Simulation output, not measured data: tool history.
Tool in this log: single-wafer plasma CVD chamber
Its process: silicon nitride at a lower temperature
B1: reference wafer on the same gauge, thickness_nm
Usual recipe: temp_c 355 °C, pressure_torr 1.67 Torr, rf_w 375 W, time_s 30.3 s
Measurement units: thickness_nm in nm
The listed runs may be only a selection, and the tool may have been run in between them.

run 1 day=0 | temp_c=355 pressure_torr=1.67 rf_w=375 time_s=32.4 | B1=44.012 | thickness_nm=39.317
run 2 day=0.392 | temp_c=355 pressure_torr=1.67 rf_w=375 time_s=32.4 | B1=43.975 | thickness_nm=39.297
run 3 day=1.033 | temp_c=355 pressure_torr=1.67 rf_w=375 time_s=32.4 | B1=44 | thickness_nm=39.322
run 4 day=1.617 | temp_c=355 pressure_torr=1.67 rf_w=375 time_s=30.3 | B1=43.987 | thickness_nm=36.702
-- day=2.058 gauge calibrated
run 5 day=2.183 | temp_c=355 pressure_torr=1.67 rf_w=375 time_s=30.3 | B1=44.019 | thickness_nm=36.727
run 6 day=2.6 | temp_c=355 pressure_torr=1.67 rf_w=375 time_s=30.3 | B1=43.998 | thickness_nm=36.788
run 7 day=2.942 | temp_c=355 pressure_torr=1.88 rf_w=375 time_s=30.3 | B1=43.984 | thickness_nm=38.006
run 8 day=3.367 | temp_c=355 pressure_torr=1.88 rf_w=375 time_s=30.3 | B1=44.027 | thickness_nm=38.029
-- day=3.742 capacitance manometer re-zeroed and calibrated
run 9 day=4.042 | temp_c=355 pressure_torr=1.88 rf_w=375 time_s=30.3 | B1=44.006 | thickness_nm=38.013
run 10 day=4.579 | temp_c=365 pressure_torr=1.67 rf_w=305 time_s=30.3 | B1=43.991 | thickness_nm=32.459
-- day=4.933 RF generator calibrated
run 11 day=4.954 | temp_c=370 pressure_torr=1.67 rf_w=375 time_s=30.3 | B1=44.023 | thickness_nm=38.101
run 12 day=5.138 | temp_c=355 pressure_torr=1.67 rf_w=375 time_s=30.3 | B1=43.982 | thickness_nm=38.328
-- day=5.983 thermocouple changed; heater temperature recalibrated
-- day=6.067 showerhead replaced
run 13 day=6.088 | temp_c=363 pressure_torr=1.67 rf_w=375 time_s=33.9 | B1=44.003 | thickness_nm=42.56
run 14 day=6.658 | temp_c=355 pressure_torr=1.67 rf_w=320 time_s=27.4 | B1=44.005 | thickness_nm=31.477

What does the tool deliver on the next run?
-- day=6.883 gauge calibrated
run 15 day=7.242 | temp_c=355 pressure_torr=1.67 rf_w=375 time_s=36.3 | B1=? | thickness_nm=?

B1: 43.991
thickness_nm: 45.864 nm
The same run, on a tool lacking any hidden state, would have yielded thickness_nm 45.958 nm.

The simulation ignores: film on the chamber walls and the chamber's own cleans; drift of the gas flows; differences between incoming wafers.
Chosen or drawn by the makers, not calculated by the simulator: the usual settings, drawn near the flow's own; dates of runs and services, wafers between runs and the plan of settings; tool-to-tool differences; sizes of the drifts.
